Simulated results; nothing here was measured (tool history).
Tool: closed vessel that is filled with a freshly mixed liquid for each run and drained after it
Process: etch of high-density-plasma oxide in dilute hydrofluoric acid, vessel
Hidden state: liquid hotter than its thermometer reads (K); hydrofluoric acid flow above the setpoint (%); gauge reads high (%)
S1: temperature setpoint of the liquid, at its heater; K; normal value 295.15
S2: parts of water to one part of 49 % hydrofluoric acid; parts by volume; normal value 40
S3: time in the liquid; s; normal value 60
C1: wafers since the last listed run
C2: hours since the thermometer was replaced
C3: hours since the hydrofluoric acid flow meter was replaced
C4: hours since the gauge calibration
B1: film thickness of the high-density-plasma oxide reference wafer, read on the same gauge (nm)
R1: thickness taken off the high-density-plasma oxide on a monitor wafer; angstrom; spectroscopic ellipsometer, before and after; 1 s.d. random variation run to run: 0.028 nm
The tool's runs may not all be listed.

run 1 hour=0.0 | S1=295.15 S2=40 S3=60 | C1=0 C2=659.9 C3=902.7 C4=203.6 | B1=100.01 | R1=79.1
-- hour=55.9 hydrofluoric acid flow meter replaced
run 2 hour=92.0 | S1=295.15 S2=40 S3=60 | C1=12675 C2=751.9 C3=36.1 C4=295.6 | B1=99.98 | R1=75.9
run 3 hour=148.0 | S1=295.15 S2=40 S3=60 | C1=7800 C2=807.9 C3=92.1 C4=351.6 | B1=100.00 | R1=76.8
run 4 hour=412.2 | S1=297.15 S2=35 S3=60 | C1=36801 C2=1072.1 C3=356.3 C4=615.8 | B1=99.97 | R1=96.7
run 5 hour=485.2 | S1=297.15 S2=35 S3=60 | C1=10168 C2=1145.1 C3=429.3 C4=688.8 | B1=100.01 | R1=97.2
run 6 hour=585.8 | S1=295.15 S2=40 S3=60 | C1=14013 C2=1245.7 C3=529.9 C4=789.4 | B1=100.04 | R1=77.9
run 7 hour=649.8 | S1=295.15 S2=40 S3=60 | C1=8914 C2=1309.7 C3=593.9 C4=853.4 | B1=100.01 | R1=78.3
run 8 hour=710.0 | S1=295.15 S2=40 S3=50 | C1=8385 C2=1369.9 C3=654.1 C4=913.6 | B1=100.00 | R1=65.3
run 9 hour=752.9 | S1=295.15 S2=40 S3=50 | C1=5975 C2=1412.8 C3=697.0 C4=956.5 | B1=100.01 | R1=65.3
run 10 hour=849.1 | S1=295.15 S2=40 S3=60 | C1=13400 C2=1509.0 C3=793.2 C4=1052.7 | B1=99.98 | R1=79.1
run 11 hour=894.7 | S1=293.65 S2=40 S3=30 | C1=6351 C2=1554.6 C3=838.8 C4=1098.3 | B1=100.01 | R1=37.0
run 12 hour=938.5 | S1=293.65 S2=50 S3=30 | C1=6101 C2=1598.4 C3=882.6 C4=1142.1 | B1=100.03 | R1=29.5
run 13 hour=1027.7 | S1=295.15 S2=40 S3=60 | C1=12425 C2=1687.6 C3=971.8 C4=1231.3 | B1=99.99 | R1=79.4
-- hour=1061.5 thermometer replaced
-- hour=1081.4 hydrofluoric acid flow meter replaced
run 14 hour=1090.5 | S1=295.15 S2=40 S3=95 | C1=8469 C2=29.0 C3=9.1 C4=1294.1 | B1=100.01 | R1=120.1
-- hour=1118.8 gauge calibrated
run 15 hour=1132.9 | S1=295.15 S2=55 S3=60 | C1=5906 C2=71.4 C3=51.5 C4=14.1 | B1=99.97 | R1=54.2
run 16 hour=1236.3 | S1=296.65 S2=50 S3=50 | C1=14403 C2=174.8 C3=154.9 C4=117.5 | B1=100.00 | R1=53.5
run 17 hour=1288.2 | S1=291.65 S2=30 S3=30 | C1=7229 C2=226.7 C3=206.8 C4=169.4 | B1=99.98 | R1=44.7
run 18 hour=1338.6 | S1=295.15 S2=45 S3=50 | C1=7020 C2=277.1 C3=257.2 C4=219.8 | B1=99.98 | R1=57.0
run 19 hour=1440.6 | S1=298.65 S2=25 S3=35 | C1=14208 C2=379.1 C3=359.2 C4=321.8 | B1=100.00 | R1=85.1
run 20 hour=1535.3 | S1=295.15 S2=40 S3=60 | C1=13191 C2=473.8 C3=453.9 C4=416.5 | B1=99.96 | R1=78.0

Exercise: give the hidden state of the tool at every run:
liquid hotter than its thermometer reads (K): 0 at every run
gauge reads high (%): 0 at every run
H1: hydrofluoric acid flow above the setpoint (%)
run=1 H1=4.02
run=2 H1=0.348
run=3 H1=0.595
run=4 H1=1.76
run=5 H1=2.08
run=6 H1=2.52
run=7 H1=2.81
run=8 H1=3.07
run=9 H1=3.26
run=10 H1=3.68
run=11 H1=3.89
run=12 H1=4.08
run=13 H1=4.47
run=14 H1=0.109
run=15 H1=0.295
run=16 H1=0.751
run=17 H1=0.98
run=18 H1=1.2
run=19 H1=1.65
run=20 H1=2.07

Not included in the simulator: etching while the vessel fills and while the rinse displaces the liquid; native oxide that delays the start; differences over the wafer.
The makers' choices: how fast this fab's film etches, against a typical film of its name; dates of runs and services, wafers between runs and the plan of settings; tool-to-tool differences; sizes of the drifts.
